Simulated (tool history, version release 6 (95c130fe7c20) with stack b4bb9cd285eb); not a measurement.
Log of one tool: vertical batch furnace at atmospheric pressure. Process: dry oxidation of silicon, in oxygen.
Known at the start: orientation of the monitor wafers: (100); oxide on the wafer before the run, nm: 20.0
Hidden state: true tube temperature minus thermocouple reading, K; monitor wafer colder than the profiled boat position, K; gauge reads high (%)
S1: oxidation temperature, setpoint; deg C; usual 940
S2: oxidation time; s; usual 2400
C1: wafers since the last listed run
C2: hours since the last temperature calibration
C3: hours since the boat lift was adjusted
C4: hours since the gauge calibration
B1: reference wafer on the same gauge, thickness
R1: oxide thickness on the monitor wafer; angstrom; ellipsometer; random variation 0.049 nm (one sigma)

run	hour	S1	S2	C1	C2	C3	C4	B1	R1
1	0	940	2400	0	3656.7	2954.8	280.1	34.6	327.1
# hour 8.8: gauge calibrated
2	9	940	2400	120	3665.7	2963.8	0.2	34.6	325.6
3	20.8	940	2400	157	3677.5	2975.6	12	34.6	327.8
4	28.4	940	2400	101	3685.1	2983.2	19.6	34.59	326.6
5	38.5	940	2400	134	3695.2	2993.3	29.7	34.6	326.2
6	56.8	948	2400	244	3713.5	3011.6	48	34.6	340.4
7	65.3	940	2400	113	3722	3020.1	56.5	34.6	326.7
8	73.9	922	2400	114	3730.6	3028.7	65.1	34.6	299.3
9	89	940	2400	201	3745.7	3043.8	80.2	34.6	326.7
10	100.2	940	2400	149	3756.9	3055	91.4	34.61	327.1
11	108.7	959	2730	113	3765.4	3063.5	99.9	34.59	379.7
12	115.4	959	2730	89	3772.1	3070.2	106.6	34.6	379.9
13	122.2	940	2400	90	3778.9	3077	113.4	34.59	325.8
14	140	940	2400	237	3796.7	3094.8	131.2	34.6	327
15	151.3	940	2400	150	3808	3106.1	142.5	34.59	326.4
16	163.2	940	2400	158	3819.9	3118	154.4	34.6	326.6
17	175.3	940	2400	161	3832	3130.1	166.5	34.59	326.3
# hour 223: thermocouples replaced and temperature profile calibrated
18	223.5	940	2400	322	0.5	3178.3	214.7	34.6	326.5
19	227.9	940	2820	58	4.9	3182.7	219.1	34.59	347.3
20	232.4	915	1740	60	9.4	3187.2	223.6	34.61	266.4
21	236.9	940	2400	60	13.9	3191.7	228.1	34.6	326.9
22	241.3	931	3000	58	18.3	3196.1	232.5	34.61	338.4
# hour 279: boat lift adjusted
23	279.5	940	2400	189	56.5	0.5	270.7	34.6	325.9
24	283.9	940	2400	58	60.9	4.9	275.1	34.59	326.8
25	288.4	918	1350	60	65.4	9.4	279.6	34.6	254.3
26	292.9	957	1380	60	69.9	13.9	284.1	34.6	293.6
27	297.3	915	3030	58	74.3	18.3	288.5	34.61	311.8
28	302.8	962	2400	73	79.8	23.8	294	34.6	366.8
# hour 315.6: gauge calibrated
29	319.5	933	1590	222	96.5	40.5	3.9	34.62	278.2
30	335.5	918	2400	213	112.5	56.5	19.9	34.59	294.5
31	342.8	940	2400	97	119.8	63.8	27.2	34.6	326.3
32	358.7	956	1890	212	135.7	79.7	43.1	34.59	323.9
33	412.6	940	2400	719	189.6	133.6	97	34.61	326
34	430.2	952	1290	234	207.2	151.2	114.6	34.59	283.7
35	448.3	940	2400	241	225.3	169.3	132.7	34.61	325.8
36	467.4	918	1830	254	244.4	188.4	151.8	34.6	272.6

How the hidden state differs across the entries between the runs, from the last listed run before each to the first after it:
Between runs 1 and 2: gauge calibrated (hour 8.8)
  no hidden state differs between the two runs
Between runs 17 and 18: thermocouples replaced and temperature profile calibrated (hour 223)
  no hidden state differs between the two runs
Between runs 22 and 23: boat lift adjusted (hour 279)
  no hidden state differs between the two runs
Between runs 28 and 29: gauge calibrated (hour 315.6)
  no hidden state differs between the two runs
